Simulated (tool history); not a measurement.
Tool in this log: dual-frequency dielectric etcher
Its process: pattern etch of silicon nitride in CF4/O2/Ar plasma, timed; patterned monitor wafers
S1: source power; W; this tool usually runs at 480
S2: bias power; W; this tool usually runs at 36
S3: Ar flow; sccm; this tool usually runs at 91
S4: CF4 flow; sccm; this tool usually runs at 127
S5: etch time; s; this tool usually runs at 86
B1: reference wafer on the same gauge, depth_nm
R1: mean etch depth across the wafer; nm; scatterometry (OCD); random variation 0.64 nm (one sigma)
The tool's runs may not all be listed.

| run | hour | S1 | S2 | S3 | S4 | S5 | B1 | R1 |
|---|---|---|---|---|---|---|---|---|
| 1 | 0 | 480 | 33 | 91 | 127 | 86 | 169.3 | 156.9 |
|  | 41 | upper electrode replaced |
| 2 | 48 | 480 | 33 | 91 | 127 | 86 | 169.4 | 156.1 |
|  | 78.4 | wet clean of the chamber |
| 3 | 107.3 | 480 | 36 | 91 | 127 | 86 | 169.5 | 162.5 |
| 4 | 142.1 | 480 | 36 | 91 | 127 | 86 | 169.5 | 161.2 |
| 5 | 195.4 | 480 | 36 | 91 | 127 | 86 | 169.6 | 161 |
|  | 213.8 | gauge calibrated |
| 6 | 235.9 | 480 | 30 | 91 | 127 | 86 | 161.2 | 143.6 |
| 7 | 264 | 480 | 33 | 91 | 127 | 86 | 161.7 | 149 |
| 8 | 325.6 | 390 | 36 | 79 | 142 | 86 | 162.6 | 141.8 |
| 9 | 370 | 480 | 40 | 91 | 109 | 86 | 163 | 159.1 |
| 10 | 425.9 | 480 | 36 | 91 | 127 | 86 | 163.9 | 157 |
|  | 514.5 | wet clean of the chamber |
| 11 | 515 | 480 | 44 | 91 | 97 | 64 | 164.5 | 121.9 |
|  | 529.8 | bias power generator calibrated |
| 12 | 542 | 480 | 28 | 83 | 127 | 86 | 164.8 | 144.8 |
|  | 572.1 | CF4 flow controller replaced |
| 13 | 606.5 | 480 | 36 | 91 | 115 | 86 | 165.3 | 155.9 |
|  | 632.1 | Ar flow controller replaced |
|  | 632.8 | source power generator calibrated |
| 14 | 673.8 | 410 | 36 | 91 | 127 | 104 | 166 | 175.8 |
| 15 | 736 | 480 | 33 | 76 | 127 | 86 | 166.1 | 155.7 |
| 16 | 786.2 | 570 | 40 | 78 | 141 | 86 | 166.3 | 188.9 |
| 17 | 850.5 | 480 | 36 | 106 | 127 | 86 | 166.8 | 157.7 |
| 18 | 910.5 | 480 | 32 | 91 | 127 | 86 | 167.2 | 153 |
|  | 945.1 | wet clean of the chamber |
| 19 | 954.1 | 480 | 36 | 91 | 127 | 92.5 | 167 | 171.6 |
| 20 | 1007.1 | 480 | 36 | 91 | 127 | 86 | 167.4 | 159.2 |
| 21 | 1050.4 | 480 | 36 | 91 | 127 | 86 | 167.5 | 159.1 |
| 22 | 1103.9 | 480 | 36 | 84 | 127 | 73 | 167.5 | 136.8 |

Pick out some run-to-run changes in R1. Of each, how much would a tool without hidden state show as well, from the settings, what came in and chance, and how much is left for the hidden state and any gauge scatter not in both results compared?
Unlogged tool condition in this case: etch rate over this chamber's usual, %; source power that arrives over what is set, %; bias power that arrives over what is set, %; Ar flow that arrives over what is set, %; CF4 flow that arrives over what is set, %; gauge reads high (%).
Run 5 -> 6: S2 36 -> 30, gauge calibrated. R1 -17.4 nm: hidden state -7.7, all else -9.7.
Run 10 -> 11: S2 36 -> 44, S4 127 -> 97, S5 86 -> 64, wet clean of the chamber. R1 -35.1 nm: hidden state +0.2, all else -35.3.
Run 15 -> 16: S1 480 -> 570, S2 33 -> 40, S3 76 -> 78, S4 127 -> 141. R1 +33.2 nm: hidden state +1.1, all else +32.1.
